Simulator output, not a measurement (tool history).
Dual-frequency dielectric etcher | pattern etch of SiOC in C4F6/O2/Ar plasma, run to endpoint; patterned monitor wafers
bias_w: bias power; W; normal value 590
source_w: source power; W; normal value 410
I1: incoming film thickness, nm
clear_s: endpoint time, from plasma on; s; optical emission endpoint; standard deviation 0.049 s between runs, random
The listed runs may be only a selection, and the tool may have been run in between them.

Run 1, hour 0: usual settings; I1 52.5. Result: clear_s 15.4 s.
Run 2, hour 9.7: usual settings; I1 52.4. Result: clear_s 15.5 s.
Run 3, hour 22.5: usual settings; I1 52.3. Result: clear_s 15.3 s.
Run 4, hour 32.4: usual settings; I1 52.2. Result: clear_s 15.3 s.
Run 5, hour 50: usual settings; I1 51.9. Result: clear_s 15.2 s.
At hour 78.2: upper electrode replaced.
Run 6, hour 78.7: usual settings; I1 51.9. Result: clear_s 15.1 s.
Run 7, hour 79: usual settings; I1 52.2. Result: clear_s 15.3 s.
Run 8, hour 79.3: usual settings but bias_w 715 W, source_w 450 W; I1 52.5. Result: clear_s 13.3 s.
At hour 86.9: bias power generator calibrated.
At hour 87: source power generator calibrated.
Run 9, hour 95.9: usual settings but bias_w 467 W, source_w 370 W; I1 52.7. Result: clear_s 18.2 s.
At hour 126.7: wet clean of the chamber.
Run 10, hour 127.2: usual settings but bias_w 510 W; I1 52.8. Result: clear_s 17.5 s.
Run 11, hour 127.5: usual settings but bias_w 443 W, source_w 450 W; I1 51.7. Result: clear_s 17.6 s.
Run 12, hour 136: usual settings but bias_w 692 W; I1 52.8. Result: clear_s 15 s.
Run 13, hour 150.7: usual settings but bias_w 677 W, source_w 480 W; I1 52.4. Result: clear_s 14 s.
Run 14, hour 166.2: usual settings; I1 52.1. Result: clear_s 15.9 s.

Alternative continuations, all from the tool just after run 14; predict every row:
Run A, hour 166.6: usual settings; I1 52.3. Result: clear_s ?.
Run B, hour 166.6: usual settings but bias_w 489 W, source_w 500 W; I1 52.3. Result: clear_s ?.
Run C, hour 166.6: usual settings but bias_w 549 W; I1 52.3. Result: clear_s ?.
Run D, hour 166.6: usual settings but bias_w 694 W; I1 52.3. Result: clear_s ?.

run  clear_s
  A       16
  B     16.1
  C     16.6
  D     14.8
Stripped of hidden state, with their random variation kept, the same runs would have yielded:
run  clear_s
  A     16.1
  B     16.2
  C     16.7
  D     14.9
